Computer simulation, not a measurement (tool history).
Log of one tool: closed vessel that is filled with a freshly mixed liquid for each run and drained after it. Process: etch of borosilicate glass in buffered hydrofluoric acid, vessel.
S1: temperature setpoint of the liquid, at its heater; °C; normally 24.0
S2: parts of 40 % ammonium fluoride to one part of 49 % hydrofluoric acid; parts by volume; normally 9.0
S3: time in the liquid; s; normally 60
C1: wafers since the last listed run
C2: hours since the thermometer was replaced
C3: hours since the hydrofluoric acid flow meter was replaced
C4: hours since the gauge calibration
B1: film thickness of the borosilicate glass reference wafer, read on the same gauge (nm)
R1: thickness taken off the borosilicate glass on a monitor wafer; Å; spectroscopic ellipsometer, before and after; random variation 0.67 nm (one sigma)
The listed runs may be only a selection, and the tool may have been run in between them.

{"run": 1, "hour": 0.0, "S1": 21.0, "S2": 8.0, "S3": 60, "C1": 0, "C2": 1563.3, "C3": 1332.5, "C4": 780.6, "B1": 139.98, "R1": 803.4}
{"run": 2, "hour": 44.5, "S1": 21.0, "S2": 8.0, "S3": 60, "C1": 5249, "C2": 1607.8, "C3": 1377.0, "C4": 825.1, "B1": 140.01, "R1": 807.0}
{"run": 3, "hour": 100.6, "S1": 21.0, "S2": 8.0, "S3": 60, "C1": 6618, "C2": 1663.9, "C3": 1433.1, "C4": 881.2, "B1": 140.01, "R1": 804.8}
{"run": 4, "hour": 146.3, "S1": 21.5, "S2": 9.0, "S3": 75, "C1": 5391, "C2": 1709.6, "C3": 1478.8, "C4": 926.9, "B1": 140.01, "R1": 904.3}
{"run": 5, "hour": 208.1, "S1": 21.5, "S2": 9.0, "S3": 75, "C1": 7290, "C2": 1771.4, "C3": 1540.6, "C4": 988.7, "B1": 140.0, "R1": 915.6}
{"run": 6, "hour": 256.5, "S1": 21.5, "S2": 9.0, "S3": 75, "C1": 5710, "C2": 1819.8, "C3": 1589.0, "C4": 1037.1, "B1": 139.99, "R1": 916.8}
{"run": 7, "hour": 292.7, "S1": 24.0, "S2": 7.0, "S3": 60, "C1": 4270, "C2": 1856.0, "C3": 1625.2, "C4": 1073.3, "B1": 140.02, "R1": 1117.2}
{"run": 8, "hour": 392.3, "S1": 24.0, "S2": 7.0, "S3": 60, "C1": 11750, "C2": 1955.6, "C3": 1724.8, "C4": 1172.9, "B1": 139.99, "R1": 1111.1}
{"run": 9, "hour": 655.5, "S1": 24.0, "S2": 7.0, "S3": 60, "C1": 31051, "C2": 2218.8, "C3": 1988.0, "C4": 1436.1, "B1": 140.01, "R1": 1135.7}
{"run": 10, "hour": 721.6, "S1": 24.0, "S2": 9.0, "S3": 60, "C1": 7798, "C2": 2284.9, "C3": 2054.1, "C4": 1502.2, "B1": 140.01, "R1": 831.7}
{"hour": 824.5, "done": "hydrofluoric acid flow meter replaced"}
{"hour": 855.9, "done": "thermometer replaced"}
{"run": 11, "hour": 864.7, "S1": 24.0, "S2": 9.0, "S3": 60, "C1": 16646, "C2": 8.8, "C3": 40.2, "C4": 1645.3, "B1": 140.01, "R1": 880.8}
{"hour": 927.4, "done": "gauge calibrated"}
{"run": 12, "hour": 1010.1, "S1": 24.0, "S2": 9.0, "S3": 60, "C1": 17153, "C2": 154.2, "C3": 185.6, "C4": 82.7, "B1": 140.0, "R1": 911.0}
{"run": 13, "hour": 1099.9, "S1": 28.0, "S2": 10.5, "S3": 45, "C1": 10594, "C2": 244.0, "C3": 275.4, "C4": 172.5, "B1": 140.01, "R1": 748.2}
{"hour": 1122.0, "done": "thermometer replaced, repeated, since the last time left the tool worse"}
{"run": 14, "hour": 1151.2, "S1": 24.0, "S2": 9.0, "S3": 90, "C1": 5934, "C2": 29.2, "C3": 326.7, "C4": 223.8, "B1": 139.99, "R1": 1167.8}
{"run": 15, "hour": 1234.0, "S1": 20.5, "S2": 9.0, "S3": 60, "C1": 9768, "C2": 112.0, "C3": 409.5, "C4": 306.6, "B1": 140.0, "R1": 651.4}
{"run": 16, "hour": 1337.1, "S1": 24.0, "S2": 9.0, "S3": 60, "C1": 12163, "C2": 215.1, "C3": 512.6, "C4": 409.7, "B1": 140.01, "R1": 783.0}
{"run": 17, "hour": 1444.6, "S1": 20.0, "S2": 9.0, "S3": 60, "C1": 12682, "C2": 322.6, "C3": 620.1, "C4": 517.2, "B1": 140.0, "R1": 645.0}
{"run": 18, "hour": 1520.9, "S1": 24.0, "S2": 9.0, "S3": 40, "C1": 9001, "C2": 398.9, "C3": 696.4, "C4": 593.5, "B1": 140.01, "R1": 536.4}
{"run": 19, "hour": 1574.2, "S1": 24.0, "S2": 9.0, "S3": 60, "C1": 6288, "C2": 452.2, "C3": 749.7, "C4": 646.8, "B1": 139.98, "R1": 786.3}
{"run": 20, "hour": 1643.8, "S1": 24.0, "S2": 10.5, "S3": 90, "C1": 8211, "C2": 521.8, "C3": 819.3, "C4": 716.4, "B1": 140.0, "R1": 1064.1}
{"run": 21, "hour": 1728.7, "S1": 28.5, "S2": 10.5, "S3": 80, "C1": 10016, "C2": 606.7, "C3": 904.2, "C4": 801.3, "B1": 139.99, "R1": 1182.6}

Predict each of these 5 candidate next runs independently; none follows another, all start after run 21:
{"run": "A", "hour": 1729.4, "S1": 24.0, "S2": 9.0, "S3": 35, "C1": 82, "C2": 607.4, "C3": 904.9, "C4": 802.0, "B1": "?", "R1": "?"}
{"run": "B", "hour": 1729.4, "S1": 26.0, "S2": 10.0, "S3": 30, "C1": 82, "C2": 607.4, "C3": 904.9, "C4": 802.0, "B1": "?", "R1": "?"}
{"run": "C", "hour": 1729.4, "S1": 27.5, "S2": 12.0, "S3": 60, "C1": 82, "C2": 607.4, "C3": 904.9, "C4": 802.0, "B1": "?", "R1": "?"}
{"run": "D", "hour": 1729.4, "S1": 24.0, "S2": 10.5, "S3": 60, "C1": 82, "C2": 607.4, "C3": 904.9, "C4": 802.0, "B1": "?", "R1": "?"}
{"run": "E", "hour": 1729.4, "S1": 21.5, "S2": 7.5, "S3": 90, "C1": 82, "C2": 607.4, "C3": 904.9, "C4": 802.0, "B1": "?", "R1": "?"}

run=A B1=140.01 R1=471.3
run=B B1=140.01 R1=419.7
run=C B1=140.01 R1=758.9
run=D B1=140.01 R1=719.5
run=E B1=140.01 R1=1296.2
Without the tool's unlogged condition, the same runs would have read:
run=A R1=459.6
run=B R1=409.4
run=C R1=740.4
run=D R1=701.7
run=E R1=1263.7
